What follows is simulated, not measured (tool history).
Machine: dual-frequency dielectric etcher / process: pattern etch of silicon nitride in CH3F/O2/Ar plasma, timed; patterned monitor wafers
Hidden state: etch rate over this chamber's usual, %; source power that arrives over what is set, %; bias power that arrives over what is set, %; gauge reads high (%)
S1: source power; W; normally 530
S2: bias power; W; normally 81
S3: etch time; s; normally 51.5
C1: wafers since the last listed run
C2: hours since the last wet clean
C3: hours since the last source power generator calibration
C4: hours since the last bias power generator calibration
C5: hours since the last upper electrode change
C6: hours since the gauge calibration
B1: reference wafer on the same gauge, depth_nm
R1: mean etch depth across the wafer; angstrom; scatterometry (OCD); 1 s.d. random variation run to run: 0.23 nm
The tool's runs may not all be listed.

{"run": 1, "day": 0.0, "S1": 530, "S2": 81, "S3": 51.5, "C1": 0, "C2": 231.0, "C3": 1769.3, "C4": 4634.8, "C5": 2685.8, "C6": 388.4, "B1": 45.42, "R1": 443.0}
{"run": 2, "day": 0.6, "S1": 530, "S2": 81, "S3": 51.5, "C1": 168, "C2": 245.4, "C3": 1783.7, "C4": 4649.2, "C5": 2700.2, "C6": 402.8, "B1": 45.46, "R1": 443.0}
{"run": 3, "day": 1.208, "S1": 530, "S2": 81, "S3": 51.5, "C1": 171, "C2": 260.0, "C3": 1798.3, "C4": 4663.8, "C5": 2714.8, "C6": 417.4, "B1": 45.44, "R1": 443.0}
{"run": 4, "day": 1.829, "S1": 530, "S2": 81, "S3": 51.5, "C1": 174, "C2": 274.9, "C3": 1813.2, "C4": 4678.7, "C5": 2729.7, "C6": 432.3, "B1": 45.41, "R1": 440.7}
{"run": 5, "day": 2.325, "S1": 530, "S2": 81, "S3": 51.5, "C1": 139, "C2": 286.8, "C3": 1825.1, "C4": 4690.6, "C5": 2741.6, "C6": 444.2, "B1": 45.38, "R1": 443.7}
{"run": 6, "day": 3.071, "S1": 530, "S2": 81, "S3": 51.5, "C1": 209, "C2": 304.7, "C3": 1843.0, "C4": 4708.5, "C5": 2759.5, "C6": 462.1, "B1": 45.35, "R1": 441.3}
{"run": 7, "day": 3.658, "S1": 530, "S2": 81, "S3": 51.5, "C1": 165, "C2": 318.8, "C3": 1857.1, "C4": 4722.6, "C5": 2773.6, "C6": 476.2, "B1": 45.43, "R1": 442.6}
{"run": 8, "day": 4.388, "S1": 530, "S2": 81, "S3": 51.5, "C1": 205, "C2": 336.3, "C3": 1874.6, "C4": 4740.1, "C5": 2791.1, "C6": 493.7, "B1": 45.47, "R1": 438.8}
{"run": 9, "day": 4.779, "S1": 530, "S2": 81, "S3": 51.5, "C1": 110, "C2": 345.7, "C3": 1884.0, "C4": 4749.5, "C5": 2800.5, "C6": 503.1, "B1": 45.33, "R1": 439.9}
{"run": 10, "day": 5.479, "S1": 530, "S2": 81, "S3": 60.0, "C1": 197, "C2": 362.5, "C3": 1900.8, "C4": 4766.3, "C5": 2817.3, "C6": 519.9, "B1": 45.44, "R1": 518.7}
{"run": 11, "day": 6.017, "S1": 530, "S2": 81, "S3": 60.0, "C1": 151, "C2": 375.4, "C3": 1913.7, "C4": 4779.2, "C5": 2830.2, "C6": 532.8, "B1": 45.4, "R1": 519.3}
{"day": 6.129, "done": "gauge calibrated"}
{"run": 12, "day": 6.6, "S1": 530, "S2": 81, "S3": 60.0, "C1": 164, "C2": 389.4, "C3": 1927.7, "C4": 4793.2, "C5": 2844.2, "C6": 11.3, "B1": 45.45, "R1": 517.7}
{"day": 7.15, "done": "source power generator calibrated"}
{"run": 13, "day": 7.175, "S1": 530, "S2": 89, "S3": 63.0, "C1": 114, "C2": 403.2, "C3": 0.6, "C4": 4807.0, "C5": 2858.0, "C6": 25.1, "B1": 45.3, "R1": 562.8}
{"day": 9.038, "done": "wet clean of the chamber"}
{"run": 14, "day": 9.058, "S1": 530, "S2": 89, "S3": 63.0, "C1": 248, "C2": 0.5, "C3": 45.8, "C4": 4852.2, "C5": 2903.2, "C6": 70.3, "B1": 45.45, "R1": 545.4}

Run 15 comes next. What will it give?
{"run": 15, "day": 9.108, "S1": 530, "S2": 81, "S3": 51.5, "C1": 14, "C2": 1.7, "C3": 47.0, "C4": 4853.4, "C5": 2904.4, "C6": 71.5, "B1": "?", "R1": "?"}

{"run 15": {"B1": 45.35, "R1": 437.5}}
If the tool had no hidden condition, the same run with the same run-to-run variation would have returned R1 436.7 angstrom.

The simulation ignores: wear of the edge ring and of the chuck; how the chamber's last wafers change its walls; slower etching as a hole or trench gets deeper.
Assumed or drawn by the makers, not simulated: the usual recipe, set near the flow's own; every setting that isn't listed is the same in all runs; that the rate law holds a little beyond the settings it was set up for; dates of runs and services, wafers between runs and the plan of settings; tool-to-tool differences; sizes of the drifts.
